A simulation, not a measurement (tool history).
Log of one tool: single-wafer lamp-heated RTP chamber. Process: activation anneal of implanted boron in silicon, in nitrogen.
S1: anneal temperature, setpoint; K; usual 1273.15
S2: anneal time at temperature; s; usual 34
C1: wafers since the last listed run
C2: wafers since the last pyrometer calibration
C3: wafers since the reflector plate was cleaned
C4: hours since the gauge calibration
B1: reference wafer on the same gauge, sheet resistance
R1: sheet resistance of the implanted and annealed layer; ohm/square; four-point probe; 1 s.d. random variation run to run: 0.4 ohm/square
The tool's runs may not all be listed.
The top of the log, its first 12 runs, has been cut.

{"run": 13, "hour": 766.7, "S1": 1251.15, "S2": 34, "C1": 841, "C2": 4000, "C3": 3968, "C4": 780.2, "B1": 65.69, "R1": 84.5}
{"run": 14, "hour": 847.5, "S1": 1273.15, "S2": 34, "C1": 890, "C2": 4890, "C3": 4859, "C4": 861.0, "B1": 65.76, "R1": 76.57}
{"run": 15, "hour": 903.0, "S1": 1273.15, "S2": 34, "C1": 611, "C2": 5501, "C3": 5470, "C4": 916.5, "B1": 65.8, "R1": 75.89}
{"run": 16, "hour": 962.8, "S1": 1273.15, "S2": 34, "C1": 658, "C2": 6160, "C3": 6129, "C4": 976.3, "B1": 65.95, "R1": 76.74}
{"run": 17, "hour": 999.3, "S1": 1273.15, "S2": 43, "C1": 402, "C2": 6562, "C3": 6531, "C4": 1012.8, "B1": 65.86, "R1": 75.33}
{"hour": 1027.2, "done": "pyrometer window cleaned and pyrometer calibrated"}
{"run": 18, "hour": 1070.1, "S1": 1273.15, "S2": 34, "C1": 691, "C2": 472, "C3": 7223, "C4": 1083.6, "B1": 65.81, "R1": 76.82}
{"hour": 1099.1, "done": "reflector plate cleaned"}
{"run": 19, "hour": 1134.0, "S1": 1273.15, "S2": 15, "C1": 615, "C2": 1087, "C3": 384, "C4": 1147.5, "B1": 65.77, "R1": 81.81}
{"run": 20, "hour": 1230.8, "S1": 1291.15, "S2": 34, "C1": 1066, "C2": 2154, "C3": 1451, "C4": 1244.3, "B1": 65.85, "R1": 73.25}
{"run": 21, "hour": 1280.4, "S1": 1273.15, "S2": 22, "C1": 546, "C2": 2700, "C3": 1997, "C4": 1293.9, "B1": 65.73, "R1": 78.86}
{"run": 22, "hour": 1348.6, "S1": 1294.15, "S2": 34, "C1": 751, "C2": 3452, "C3": 2748, "C4": 1362.1, "B1": 65.88, "R1": 72.04}
{"run": 23, "hour": 1449.6, "S1": 1253.15, "S2": 24, "C1": 1112, "C2": 4564, "C3": 3861, "C4": 1463.1, "B1": 65.9, "R1": 87.09}
{"run": 24, "hour": 1518.8, "S1": 1252.15, "S2": 34, "C1": 762, "C2": 5327, "C3": 4623, "C4": 1532.3, "B1": 65.83, "R1": 84.88}
{"hour": 1599.8, "done": "gauge calibrated"}
{"hour": 1709.7, "done": "pyrometer window cleaned and pyrometer calibrated"}
{"run": 25, "hour": 1763.7, "S1": 1250.15, "S2": 14, "C1": 2609, "C2": 594, "C3": 7233, "C4": 163.9, "B1": 65.69, "R1": 89.58}
{"run": 26, "hour": 1816.7, "S1": 1265.15, "S2": 17, "C1": 583, "C2": 1178, "C3": 7817, "C4": 216.9, "B1": 65.8, "R1": 81.46}
{"hour": 1827.5, "done": "reflector plate cleaned"}
{"run": 27, "hour": 1854.2, "S1": 1273.15, "S2": 23, "C1": 324, "C2": 1503, "C3": 294, "C4": 254.4, "B1": 65.77, "R1": 80.52}
{"run": 28, "hour": 1921.8, "S1": 1273.15, "S2": 34, "C1": 744, "C2": 2248, "C3": 1039, "C4": 322.0, "B1": 65.78, "R1": 77.19}
{"run": 29, "hour": 1978.9, "S1": 1290.15, "S2": 21, "C1": 629, "C2": 2877, "C3": 1668, "C4": 379.1, "B1": 65.72, "R1": 74.47}
{"run": 30, "hour": 2057.4, "S1": 1273.15, "S2": 34, "C1": 864, "C2": 3741, "C3": 2533, "C4": 457.6, "B1": 65.93, "R1": 76.4}
{"run": 31, "hour": 2157.8, "S1": 1273.15, "S2": 34, "C1": 1106, "C2": 4847, "C3": 3639, "C4": 558.0, "B1": 65.86, "R1": 76.68}
{"hour": 2314.2, "done": "pyrometer window cleaned and pyrometer calibrated"}
{"run": 32, "hour": 2422.6, "S1": 1253.15, "S2": 24, "C1": 2829, "C2": 1193, "C3": 6468, "C4": 822.8, "B1": 65.7, "R1": 85.19}

Branching from run 32: 3 alternative next runs. What would each branch give?
{"run": "A", "hour": 2423.0, "S1": 1273.15, "S2": 34, "C1": 4, "C2": 1198, "C3": 6472, "C4": 823.2, "B1": "?", "R1": "?"}
{"run": "B", "hour": 2423.0, "S1": 1281.15, "S2": 29, "C1": 4, "C2": 1198, "C3": 6472, "C4": 823.2, "B1": "?", "R1": "?"}
{"run": "C", "hour": 2423.0, "S1": 1294.15, "S2": 51, "C1": 4, "C2": 1198, "C3": 6472, "C4": 823.2, "B1": "?", "R1": "?"}

run=A B1=65.84 R1=76.64
run=B B1=65.84 R1=75.04
run=C B1=65.84 R1=69.52
Without the tool's unlogged condition, the same runs would have read:
run=A R1=79.08
run=B R1=77.17
run=C R1=71.32

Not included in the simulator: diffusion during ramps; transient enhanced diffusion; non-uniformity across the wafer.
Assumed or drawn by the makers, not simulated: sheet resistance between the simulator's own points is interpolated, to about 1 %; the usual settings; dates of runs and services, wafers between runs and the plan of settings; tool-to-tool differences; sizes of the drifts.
